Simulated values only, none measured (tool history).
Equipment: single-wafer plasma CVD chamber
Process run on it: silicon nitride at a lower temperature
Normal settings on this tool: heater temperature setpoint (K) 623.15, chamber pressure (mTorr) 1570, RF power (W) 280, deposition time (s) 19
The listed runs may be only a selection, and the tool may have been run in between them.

run    hour  heater temperature setpoint (K)  chamber pressure (mTorr)  RF power (W)  deposition time (s)  wafers since the last listed run  hours since the last thermocouple change  hours since the last RF generator calibration  hours since the last manometer calibration  hours since the showerhead was replaced  hours since the gauge calibration  read-back reference wafer on the same gauge, thickness_nm  mean film thickness on the monitor wafer (nm)
  1       0                           623.15                      1430           280                   19                                 0                                     703.2                                          744.5                                       926.7                                   7151.7                             2932.1                                                     17.997                                         19.003
  2    77.1                           623.15                      1430           280                   19                              1274                                     780.3                                          821.6                                      1003.8                                   7228.8                             3009.2                                                     18.006                                         18.902
  3   122.8                           623.15                      1570           280                 20.8                               755                                       826                                          867.3                                      1049.5                                   7274.5                             3054.9                                                     18.018                                         21.209
      164.8  -- RF generator calibrated
  4   208.6                           632.15                      1780           280                   19                              1286                                     911.8                                           43.8                                      1135.3                                   7360.3                             3140.7                                                     18.007                                         20.583
  5   307.2                           632.15                      1780           280                   19                              1629                                    1010.4                                          142.4                                      1233.9                                   7458.9                             3239.3                                                         18                                          20.35
      363.7  -- thermocouple changed; heater temperature recalibrated
  6   367.9                           632.15                      1780           280                   19                               871                                       4.2                                          203.1                                      1294.6                                   7519.6                               3300                                                      17.99                                         20.449
      401.8  -- gauge calibrated
  7   442.6                           623.15                      1570           280                   19                              1234                                      78.9                                          277.8                                      1369.3                                   7594.3                               40.8                                                     18.003                                         19.815
  8   550.4                           623.15                      1570           280                   19                              1781                                     186.7                                          385.6                                      1477.1                                   7702.1                              148.6                                                     18.012                                         19.539
  9   653.5                           623.15                      1570           280                   19                              1704                                     289.8                                          488.7                                      1580.2                                   7805.2                              251.7                                                     18.012                                         19.492
 10   739.7                           635.15                      1900           245                 17.6                              1424                                       376                                          574.9                                      1666.4                                   7891.4                              337.9                                                     18.004                                          16.74
 11   840.5                           623.15                      1570           280                 17.2                              1666                                     476.8                                          675.7                                      1767.2                                   7992.2                              438.7                                                     17.997                                         17.512
 12  1088.2                           623.15                      1570           305                 22.2                              4094                                     724.5                                          923.4                                      2014.9                                   8239.9                              686.4                                                     18.013                                         24.408
     1162.8  -- showerhead replaced
 13  1163.3                           623.15                      1570           280                   19                              1109                                     799.6                                          998.5                                        2090                                      0.5                              761.5                                                     18.003                                         19.314
     1221.5  -- RF generator calibrated
 14  1247.1                           623.15                      1570           280                 17.9                              1252                                     883.4                                           25.6                                      2173.8                                     84.3                              845.3                                                     17.985                                         19.077
     1266.6  -- thermocouple changed; heater temperature recalibrated
 15  1354.2                           623.15                      1440           280                 21.5                              1638                                      87.6                                          132.7                                      2280.9                                    191.4                              952.4                                                     17.995                                           22.3
 16  1415.8                           627.15                      1910           265                   19                              1018                                     149.2                                          194.3                                      2342.5                                      253                               1014                                                     18.008                                         19.978
     1495.5  -- capacitance manometer re-zeroed and calibrated
 17  1520.8                           623.15                      1440           280                 21.5                              1603                                     254.2                                          299.3                                        25.3                                      358                               1119                                                         18                                         21.885
 18  1615.4                           623.15                      1570           235                 17.4                              1563                                     348.8                                          393.9                                       119.9                                    452.6                             1213.6                                                     17.996                                         15.378
 19  1694.4                           616.15                      1840           280                 15.7                              1305                                     427.8                                          472.9                                       198.9                                    531.6                             1292.6                                                     17.993                                         16.755
 20  1732.4                           635.15                      1680           300                 20.5                               628                                     465.8                                          510.9                                       236.9                                    569.6                             1330.6                                                     17.992                                         22.584
 21    1798                           623.15                      1570           315                 15.5                              1084                                     531.4                                          576.5                                       302.5                                    635.2                             1396.2                                                     18.003                                         17.504
 22  1851.3                           629.15                      1300           280                 17.9                               881                                     584.7                                          629.8                                       355.8                                    688.5                             1449.5                                                     17.993                                         17.507
 23  1937.3                           623.15                      1320           280                   19                              1421                                     670.7                                          715.8                                       441.8                                    774.5                             1535.5                                                     17.999                                          18.73
 24  2020.7                           623.15                      1430           280                   19                              1378                                     754.1                                          799.2                                       525.2                                    857.9                             1618.9                                                      17.99                                         19.064
 25  2102.1                           609.15                      1360           295                 20.5                              1345                                     835.5                                          880.6                                       606.6                                    939.3                             1700.3                                                     18.001                                         21.239
 26  2195.8                           623.15                      1730           280                 17.9                              1548                                     929.2                                          974.3                                       700.3                                     1033                               1794                                                     18.009                                         18.666
     2219.4  -- thermocouple changed; heater temperature recalibrated
 27  2252.9                           623.15                      1570           280                   19                               811                                      33.5                                         1031.4                                       757.4                                   1090.1                             1851.1                                                     18.003                                         19.372
 28  2301.2                           623.15                      1850           280                   19                               798                                      81.8                                         1079.7                                       805.7                                   1138.4                             1899.4                                                     18.004                                         20.056
 29  2347.1                           608.15                      1840           265                 15.9                               758                                     127.7                                         1125.6                                       851.6                                   1184.3                             1945.3                                                     17.985                                         16.286

What if the next run were any one of these 3? Each begins from the tool's condition after run 29:
  A  2347.5                           623.15                      1570           265                   19                                 6                                     128.1                                           1126                                         852                                   1184.7                             1945.7                                                          ?                                              ?
  B  2347.5                           610.15                      1190           325                 22.3                                 6                                     128.1                                           1126                                         852                                   1184.7                             1945.7                                                          ?                                              ?
  C  2347.5                           630.15                      1230           260                   20                                 6                                     128.1                                           1126                                         852                                   1184.7                             1945.7                                                          ?                                              ?

run  read-back reference wafer on the same gauge, thickness_nm  mean film thickness on the monitor wafer (nm)
  A                                                     17.995                                         18.405
  B                                                     17.995                                         24.055
  C                                                     17.995                                         17.906
Stripped of hidden state, with their random variation kept, the same runs would have yielded:
run  mean film thickness on the monitor wafer (nm)
  A                                         19.262
  B                                         25.096
  C                                          18.74
